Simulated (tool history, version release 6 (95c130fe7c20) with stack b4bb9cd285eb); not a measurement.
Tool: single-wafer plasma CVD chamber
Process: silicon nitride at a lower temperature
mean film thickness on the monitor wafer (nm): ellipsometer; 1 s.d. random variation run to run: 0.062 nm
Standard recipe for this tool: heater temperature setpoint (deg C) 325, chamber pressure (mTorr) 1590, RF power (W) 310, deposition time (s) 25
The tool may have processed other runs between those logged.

run,hour,heater temperature setpoint (deg C),chamber pressure (mTorr),RF power (W),deposition time (s),wafers since the last listed run,hours since the last thermocouple change,hours since the last RF generator calibration,hours since the last manometer calibration,hours since the showerhead was replaced,hours since the gauge calibration,"read-back reference wafer on the same gauge, thickness_nm",mean film thickness on the monitor wafer (nm)
1,0,325,1590,310,25,0,734.2,1014.9,1223.4,3696,1554.3,30.691,28.625
2,207.9,325,1590,310,25,3231,942.1,1222.8,1431.3,3903.9,1762.2,30.698,28.487
# hour 239.6: gauge calibrated
3,260.1,325,1590,310,25,811,994.3,1275,1483.5,3956.1,20.5,30.7,28.502
4,286.8,336,1900,310,25,414,1021,1301.7,1510.2,3982.8,47.2,30.699,30.49
5,354.4,336,1900,310,25,1050,1088.6,1369.3,1577.8,4050.4,114.8,30.698,30.47
6,417.1,336,1900,310,25,974,1151.3,1432,1640.5,4113.1,177.5,30.691,30.423
# hour 558: thermocouple changed; heater temperature recalibrated
7,590.4,325,1590,310,27.8,2569,32.4,1605.3,1813.8,4286.4,350.8,30.702,31.388
# hour 599.9: RF generator calibrated
# hour 632.9: showerhead replaced, of another model than before
8,633.5,325,1590,310,27.8,421,75.5,33.6,1856.9,0.6,393.9,30.698,30.806
9,693.9,325,1590,310,27.8,938,135.9,94,1917.3,61,454.3,30.701,30.774
10,730.8,325,1590,310,22.6,573,172.8,130.9,1954.2,97.9,491.2,30.693,24.905
11,764.7,311,1480,310,26.3,526,206.7,164.8,1988.1,131.8,525.1,30.714,27.509
12,800.7,325,1590,280,29.1,559,242.7,200.8,2024.1,167.8,561.1,30.705,29.493
13,850.3,325,1590,310,25,770,292.3,250.4,2073.7,217.4,610.7,30.689,27.413
# hour 878.4: capacitance manometer re-zeroed and calibrated
14,891.5,334,1380,310,25,516,333.5,291.6,13.1,258.6,651.9,30.7,25.394
15,931.9,313,1400,310,25,627,373.9,332,53.5,299,692.3,30.691,26.023
16,956.2,325,1590,330,25,377,398.2,356.3,77.8,323.3,716.6,30.7,30.034
17,1001.5,321,1210,265,22.9,704,443.5,401.6,123.1,368.6,761.9,30.701,17.132
18,1214.5,334,1860,310,25,3310,656.5,614.6,336.1,581.6,974.9,30.706,31.383
19,1264.5,311,1360,310,25,777,706.5,664.6,386.1,631.6,1024.9,30.7,25.182
20,1321.9,325,1590,310,25,892,763.9,722,443.5,689,1082.3,30.702,28.626
21,1370,325,1590,285,20.4,747,812,770.1,491.6,737.1,1130.4,30.714,21.886
22,1412.9,337,1310,310,26.4,666,854.9,813,534.5,780,1173.3,30.701,25.192
23,1473.8,325,1590,310,29.1,946,915.8,873.9,595.4,840.9,1234.2,30.7,33.292
24,1515.3,325,1590,310,28.9,645,957.3,915.4,636.9,882.4,1275.7,30.706,32.89
25,1540.3,312,1590,310,27.9,388,982.3,940.4,661.9,907.4,1300.7,30.692,31.937
26,1583.9,336,1900,310,25,677,1025.9,984,705.5,951,1344.3,30.695,31.715
27,1639.8,325,1590,310,25,868,1081.8,1039.9,761.4,1006.9,1400.2,30.698,28.492

Consider 5 possible next runs. They are alternatives, not a sequence: every one starts from the tool as it was left by run 27. What does each give?
A,1640.2,325,1590,310,25,6,1082.2,1040.3,761.8,1007.3,1400.6,?,?
B,1640.2,330,1590,310,25,6,1082.2,1040.3,761.8,1007.3,1400.6,?,?
C,1640.2,320,1590,365,25,6,1082.2,1040.3,761.8,1007.3,1400.6,?,?
D,1640.2,330,1290,360,22.6,6,1082.2,1040.3,761.8,1007.3,1400.6,?,?
E,1640.2,325,1960,310,22.5,6,1082.2,1040.3,761.8,1007.3,1400.6,?,?

run,"read-back reference wafer on the same gauge, thickness_nm",mean film thickness on the monitor wafer (nm)
A,30.695,28.59
B,30.695,28.542
C,30.695,32.168
D,30.695,23.441
E,30.695,29.121
The same runs, with their run-to-run variation unchanged, on a tool lacking any hidden condition would have given:
run,mean film thickness on the monitor wafer (nm)
A,28.994
B,28.945
C,32.622
D,23.85
E,29.446

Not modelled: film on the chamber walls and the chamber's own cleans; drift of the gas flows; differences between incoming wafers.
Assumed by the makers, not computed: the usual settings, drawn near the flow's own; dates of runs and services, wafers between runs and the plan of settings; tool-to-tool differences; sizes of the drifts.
